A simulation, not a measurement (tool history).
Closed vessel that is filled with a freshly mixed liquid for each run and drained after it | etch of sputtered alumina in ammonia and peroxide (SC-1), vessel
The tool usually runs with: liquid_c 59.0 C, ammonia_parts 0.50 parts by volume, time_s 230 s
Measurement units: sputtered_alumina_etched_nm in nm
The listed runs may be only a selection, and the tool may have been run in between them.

run	hour	liquid_c	ammonia_parts	time_s	read-back film thickness of the sputtered alumina reference wafer, read on the same gauge (nm)	sputtered_alumina_etched_nm
1	0.0	59.0	0.50	120	49.97	12.70
2	46.6	59.0	0.50	230	49.97	24.34
3	62.9	67.5	0.50	230	50.01	37.13
4	69.6	59.0	0.50	230	49.99	24.37
5	78.1	67.5	0.30	150	50.01	23.09
6	87.7	59.0	0.50	230	50.01	24.29
7	101.2	59.0	0.50	170	50.00	17.94
# hour 125.2: ammonia flow meter replaced
# hour 127.9: new drum of ammonia solution connected
8	145.6	59.0	0.45	300	49.99	31.48
9	162.9	59.0	0.75	230	49.98	25.42
10	193.9	54.5	0.25	295	50.01	23.26
11	211.7	59.0	0.50	155	50.02	16.56
12	225.6	59.0	0.50	230	50.02	24.43
13	235.1	66.0	0.35	150	50.00	21.85
# hour 241.4: gauge calibrated
14	250.2	68.0	0.50	230	50.01	38.31
15	267.1	59.0	0.50	230	50.02	24.56
16	278.2	62.0	0.30	230	50.00	27.09
# hour 285.1: thermometer replaced
17	288.1	57.0	0.50	230	49.96	20.19
18	305.5	63.0	0.40	230	49.99	26.84
19	317.1	65.0	0.50	230	50.02	30.13
20	327.2	56.5	0.55	330	49.99	28.27
21	344.1	54.5	0.25	295	50.01	21.22
22	358.8	52.5	0.50	230	50.03	15.83
23	376.3	59.0	0.50	170	50.00	16.70
24	394.3	64.5	0.35	175	49.98	21.71
25	408.4	59.0	0.50	230	50.02	22.53
26	425.6	59.0	0.50	95	49.99	9.26
27	436.6	64.0	0.30	350	50.00	42.10

5 ways to go on from here, each from the tool as it stands after run 27. What would each give?
A	437.3	59.0	0.50	230	?	?
B	437.3	63.0	0.35	155	?	?
C	437.3	51.5	0.50	230	?	?
D	437.3	59.0	0.60	230	?	?
E	437.3	56.0	0.70	175	?	?

run	read-back film thickness of the sputtered alumina reference wafer, read on the same gauge (nm)	sputtered_alumina_etched_nm
A	50.00	22.59
B	50.00	18.04
C	50.00	15.19
D	50.00	22.98
E	50.00	15.18
With no hidden state in the tool, these same runs would have given:
run	sputtered_alumina_etched_nm
A	22.13
B	17.68
C	14.86
D	22.51
E	14.86

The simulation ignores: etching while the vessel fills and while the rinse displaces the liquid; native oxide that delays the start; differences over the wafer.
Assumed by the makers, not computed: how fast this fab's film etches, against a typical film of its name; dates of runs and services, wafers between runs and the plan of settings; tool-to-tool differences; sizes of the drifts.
